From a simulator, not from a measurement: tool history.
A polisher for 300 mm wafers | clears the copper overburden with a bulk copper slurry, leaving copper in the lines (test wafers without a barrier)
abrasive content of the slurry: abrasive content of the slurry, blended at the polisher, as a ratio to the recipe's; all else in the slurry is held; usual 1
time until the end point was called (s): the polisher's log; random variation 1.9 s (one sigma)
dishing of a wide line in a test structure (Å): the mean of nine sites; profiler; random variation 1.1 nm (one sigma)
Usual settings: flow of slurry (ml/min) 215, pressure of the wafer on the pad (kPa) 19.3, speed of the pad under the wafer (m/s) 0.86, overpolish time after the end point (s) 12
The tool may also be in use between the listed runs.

run     day  flow of slurry (ml/min)  pressure of the wafer on the pad (kPa)  speed of the pad under the wafer (m/s)  abrasive content of the slurry  overpolish time after the end point (s)  incoming thickness of the incoming film, nm  time until the end point was called (s)  dishing of a wide line in a test structure (Å)
  1       0                      215                                    19.3                                    0.86                               1                                       12                                        727.8                                    108.2                                             543
      3.617  -- slurry nozzle cleaned
  2   3.904                      215                                    19.3                                    0.86                               1                                       12                                        725.1                                    107.7                                             549
  3   7.146                      275                                    19.3                                    0.86                               1                                        7                                        715.9                                    107.5                                             364
  4  10.254                      275                                    19.3                                    0.78                             1.3                                       12                                          725                                    110.9                                             539
     12.779  -- worn pad replaced by a new one, of another model than before
  5    12.8                      215                                    19.3                                    0.86                               1                                       12                                        732.4                                    112.7                                             539
  6  16.579                      215                                    17.2                                    0.86                               1                                        9                                        719.2                                    125.3                                             375
  7  18.162                      240                                    19.3                                    0.58                               1                                       18                                        713.7                                    138.8                                             573
  8  21.879                      215                                    25.5                                    0.86                               1                                       12                                        723.2                                     87.4                                             655
  9  23.404                      165                                    19.3                                    0.86                               1                                       12                                        708.2                                    110.9                                             508
     24.004  -- slurry blender recalibrated
 10  26.592                      195                                    17.2                                    1.02                               1                                        9                                        715.4                                    100.5                                             475
 11    29.3                      215                                    19.3                                    0.86                               1                                       12                                        729.5                                    100.4                                             541
     33.621  -- slurry nozzle cleaned
 12  33.642                      215                                    19.3                                    0.86                             1.3                                       12                                        713.7                                     99.6                                             590
     36.575  -- head pressure recalibrated
 13  37.417                      185                                    19.3                                    0.86                            0.85                                        7                                        719.8                                    113.9                                             355
 14  39.292                      215                                    19.3                                    0.86                            1.25                                       12                                        724.3                                    102.9                                             558
     44.317  -- worn pad replaced by a new one
 15  49.158                      215                                    19.3                                    0.86                               1                                       12                                        727.6                                    114.5                                             521
 16  53.358                      215                                    19.3                                    0.86                               1                                       12                                        720.4                                    111.3                                             542
 17  57.121                      260                                    17.2                                    0.86                               1                                       12                                        725.4                                    120.7                                             505
     57.783  -- slurry blender recalibrated
 18  61.279                      275                                    19.3                                    0.86                               1                                       12                                        719.4                                     99.4                                             586
 19  63.788                      215                                    19.3                                    0.86                               1                                       12                                        729.6                                    101.3                                             544
 20  65.862                      215                                    19.3                                    0.86                               1                                       12                                        705.1                                    104.8                                             547
     67.292  -- head pressure recalibrated
 21  69.867                      215                                    19.3                                    0.56                            1.25                                        7                                          730                                    142.7                                             292
     70.671  -- slurry nozzle cleaned
 22  71.592                      215                                    19.3                                    0.86                               1                                       12                                        715.1                                    108.4                                             527
 23    74.8                      215                                    19.3                                    0.86                             0.9                                       12                                          716                                    109.1                                             528
     76.504  -- worn pad replaced by a new one
 24  77.433                      215                                    17.2                                    0.66                            1.15                                       12                                        724.6                                    144.7                                             444
 25  81.729                      215                                    19.3                                    0.86                             0.8                                       10                                        726.6                                    118.2                                             461

Run 26 comes next. What will it give?
 26  85.5                      215                                    19.3                                     0.7                            0.75                                       12                                        720.3                                        ?                                               ?

Run 26 gave time until the end point was called (s) 135, dishing of a wide line in a test structure (Å) 459.
Without the tool's hidden state the same run would have given time until the end point was called (s) 121.1, dishing of a wide line in a test structure (Å) 498.
